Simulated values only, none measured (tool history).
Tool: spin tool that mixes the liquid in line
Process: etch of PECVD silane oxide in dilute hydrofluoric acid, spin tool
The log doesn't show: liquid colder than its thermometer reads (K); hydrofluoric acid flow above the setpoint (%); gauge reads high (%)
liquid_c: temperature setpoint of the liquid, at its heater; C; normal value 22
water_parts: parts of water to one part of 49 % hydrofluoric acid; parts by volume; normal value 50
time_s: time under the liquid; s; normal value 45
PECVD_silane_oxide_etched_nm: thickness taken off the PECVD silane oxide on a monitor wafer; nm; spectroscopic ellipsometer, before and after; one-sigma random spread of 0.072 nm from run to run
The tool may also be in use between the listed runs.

run,hour,liquid_c,water_parts,time_s,wafers since the last listed run,hours since the thermometer was replaced,hours since the hydrofluoric acid flow meter was replaced,hours since the gauge calibration,"read-back film thickness of the PECVD silane oxide reference wafer, read on the same gauge (nm)",PECVD_silane_oxide_etched_nm
1,0,22,50,45,0,2634.4,519.2,130,59.99,14.68
2,9.2,22,35,45,176,2643.6,528.4,139.2,59.99,21.34
3,16,22,35,45,130,2650.4,535.2,146,60.02,21.2
4,24.6,22,50,55,164,2659,543.8,154.6,59.99,17.71
# hour 26.7: gauge calibrated
5,33,22,50,55,160,2667.4,552.2,6.3,60,17.8
6,42.5,22,50,35,181,2676.9,561.7,15.8,60.01,11.53
7,60.3,22,50,35,340,2694.7,579.5,33.6,60.01,11.45
8,69.6,22,50,35,178,2704,588.8,42.9,60.01,11.47
9,77.7,22,50,45,155,2712.1,596.9,51,59.99,14.8
# hour 90.5: hydrofluoric acid flow meter replaced
10,92.5,22,50,45,264,2726.9,2,65.8,60.04,13.02
11,109.2,22,50,45,319,2743.6,18.7,82.5,59.98,13.03
12,116.6,23.5,25,45,141,2751,26.1,89.9,60,28.53
13,131.7,26,75,55,289,2766.1,41.2,105,59.99,12.1
14,137.9,17.5,50,70,118,2772.3,47.4,111.2,59.95,16.8
15,145.8,20,50,65,151,2780.2,55.3,119.1,60.01,17.51
# hour 157: thermometer replaced
16,157.8,22,50,45,210,0.8,67.3,131.1,59.99,13.16
17,169.2,20,50,65,218,12.2,78.7,142.5,60,17.61
# hour 174.2: gauge calibrated
18,177.7,22,50,45,162,20.7,87.2,3.5,60.02,13.33
19,184,26.5,40,35,120,27,93.5,9.8,60.02,15.81
20,201.7,25,50,45,339,44.7,111.2,27.5,60.01,15
21,215.7,22,50,20,268,58.7,125.2,41.5,60.01,5.94
22,228.3,22,50,45,241,71.3,137.8,54.1,60,13.45
23,238.3,22,50,40,191,81.3,147.8,64.1,60.05,11.95

Forecast each of these 5 alternatives for the next run:
A,238.7,22,50,25,7,81.7,148.2,64.5,?,?
B,238.7,19.5,40,35,7,81.7,148.2,64.5,?,?
C,238.7,26.5,50,60,7,81.7,148.2,64.5,?,?
D,238.7,22,75,45,7,81.7,148.2,64.5,?,?
E,238.7,22,35,50,7,81.7,148.2,64.5,?,?

run,"read-back film thickness of the PECVD silane oxide reference wafer, read on the same gauge (nm)",PECVD_silane_oxide_etched_nm
A,59.98,7.42
B,59.98,11.82
C,59.98,21.44
D,59.98,8.64
E,59.98,21.6
The same runs, with their run-to-run variation unchanged, on a tool lacking any hidden condition would have given:
run,PECVD_silane_oxide_etched_nm
A,7.16
B,11.41
C,20.67
D,8.33
E,20.85

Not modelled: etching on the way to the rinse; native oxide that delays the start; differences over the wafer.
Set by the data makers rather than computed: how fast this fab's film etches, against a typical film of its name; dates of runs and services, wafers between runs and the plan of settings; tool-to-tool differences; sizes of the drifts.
